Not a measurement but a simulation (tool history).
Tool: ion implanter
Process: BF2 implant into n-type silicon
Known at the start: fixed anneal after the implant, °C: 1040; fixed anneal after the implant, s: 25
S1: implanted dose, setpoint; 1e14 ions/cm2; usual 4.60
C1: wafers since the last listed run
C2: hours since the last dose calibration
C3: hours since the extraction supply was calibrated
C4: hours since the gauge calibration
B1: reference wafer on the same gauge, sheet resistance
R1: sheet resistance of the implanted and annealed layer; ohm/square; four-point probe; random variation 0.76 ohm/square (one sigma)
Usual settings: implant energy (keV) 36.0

Run 1, day 0.000: usual settings but implant energy (keV) 46.0; C1 0; C2 1467.6; C3 3761.4; C4 14.2; B1 282.21. Result: R1 257.36 ohm/square.
Run 2, day 1.117: usual settings; C1 606; C2 1494.4; C3 3788.2; C4 41.0; B1 281.78. Result: R1 261.36 ohm/square.
Run 3, day 4.021: usual settings; C1 1577; C2 1564.1; C3 3857.9; C4 110.7; B1 282.42. Result: R1 263.26 ohm/square.
Run 4, day 5.458: usual settings; C1 780; C2 1598.6; C3 3892.4; C4 145.2; B1 281.86. Result: R1 260.87 ohm/square.
Run 5, day 11.817: usual settings; C1 3453; C2 1751.2; C3 4045.0; C4 297.8; B1 281.87. Result: R1 261.99 ohm/square.
Run 6, day 14.442: usual settings; C1 1425; C2 1814.2; C3 4108.0; C4 360.8; B1 281.92. Result: R1 262.81 ohm/square.
At day 15.092: extraction supply calibrated.
At day 16.742: Faraday cup replaced and dose calibrated.
Run 7, day 16.762: usual settings but implant energy (keV) 30.0; C1 898; C2 0.5; C3 40.1; C4 416.5; B1 282.28. Result: R1 256.33 ohm/square.
Run 8, day 19.021: usual settings; C1 1226; C2 54.7; C3 94.3; C4 470.7; B1 281.83. Result: R1 253.08 ohm/square.
Run 9, day 20.225: usual settings but S1 5.76 1e14 ions/cm2, implant energy (keV) 27.5; C1 654; C2 83.6; C3 123.2; C4 499.6; B1 282.06. Result: R1 213.56 ohm/square.
Run 10, day 21.275: usual settings but S1 4.16 1e14 ions/cm2, implant energy (keV) 31.0; C1 570; C2 108.8; C3 148.4; C4 524.8; B1 281.91. Result: R1 278.17 ohm/square.
Run 11, day 23.488: usual settings but S1 3.50 1e14 ions/cm2, implant energy (keV) 27.5; C1 1201; C2 161.9; C3 201.5; C4 577.9; B1 281.95. Result: R1 325.02 ohm/square.
Run 12, day 24.825: usual settings but S1 4.02 1e14 ions/cm2, implant energy (keV) 23.5; C1 726; C2 194.0; C3 233.6; C4 610.0; B1 282.02. Result: R1 294.02 ohm/square.
Run 13, day 27.521: usual settings; C1 1464; C2 258.7; C3 298.3; C4 674.7; B1 281.85. Result: R1 254.42 ohm/square.
At day 29.304: gauge calibrated.
Run 14, day 30.325: usual settings but S1 5.55 1e14 ions/cm2, implant energy (keV) 41.0; C1 1523; C2 326.0; C3 365.6; C4 24.5; B1 281.94. Result: R1 215.07 ohm/square.
Run 15, day 32.188: usual settings; C1 1011; C2 370.7; C3 410.3; C4 69.2; B1 281.77. Result: R1 254.83 ohm/square.
Run 16, day 34.988: usual settings but S1 5.12 1e14 ions/cm2, implant energy (keV) 25.5; C1 1521; C2 437.9; C3 477.5; C4 136.4; B1 282.11. Result: R1 240.59 ohm/square.
Run 17, day 37.750: usual settings but S1 3.37 1e14 ions/cm2, implant energy (keV) 45.5; C1 1500; C2 504.2; C3 543.8; C4 202.7; B1 281.94. Result: R1 323.44 ohm/square.

What the log doesn't show, run by run:
deviation of the true energy from its setpoint, %: 0 in every run
gauge reads high (%): 0 in every run
H1: deviation of the true dose from the Faraday cup's reading, %
run      H1
  1   -3.75
  2   -3.82
  3   -4.01
  4    -4.1
  5   -4.51
  6   -4.68
  7  0.0271
  8  -0.118
  9  -0.196
 10  -0.264
 11  -0.406
 12  -0.492
 13  -0.666
 14  -0.847
 15  -0.966
 16   -1.15
 17   -1.32

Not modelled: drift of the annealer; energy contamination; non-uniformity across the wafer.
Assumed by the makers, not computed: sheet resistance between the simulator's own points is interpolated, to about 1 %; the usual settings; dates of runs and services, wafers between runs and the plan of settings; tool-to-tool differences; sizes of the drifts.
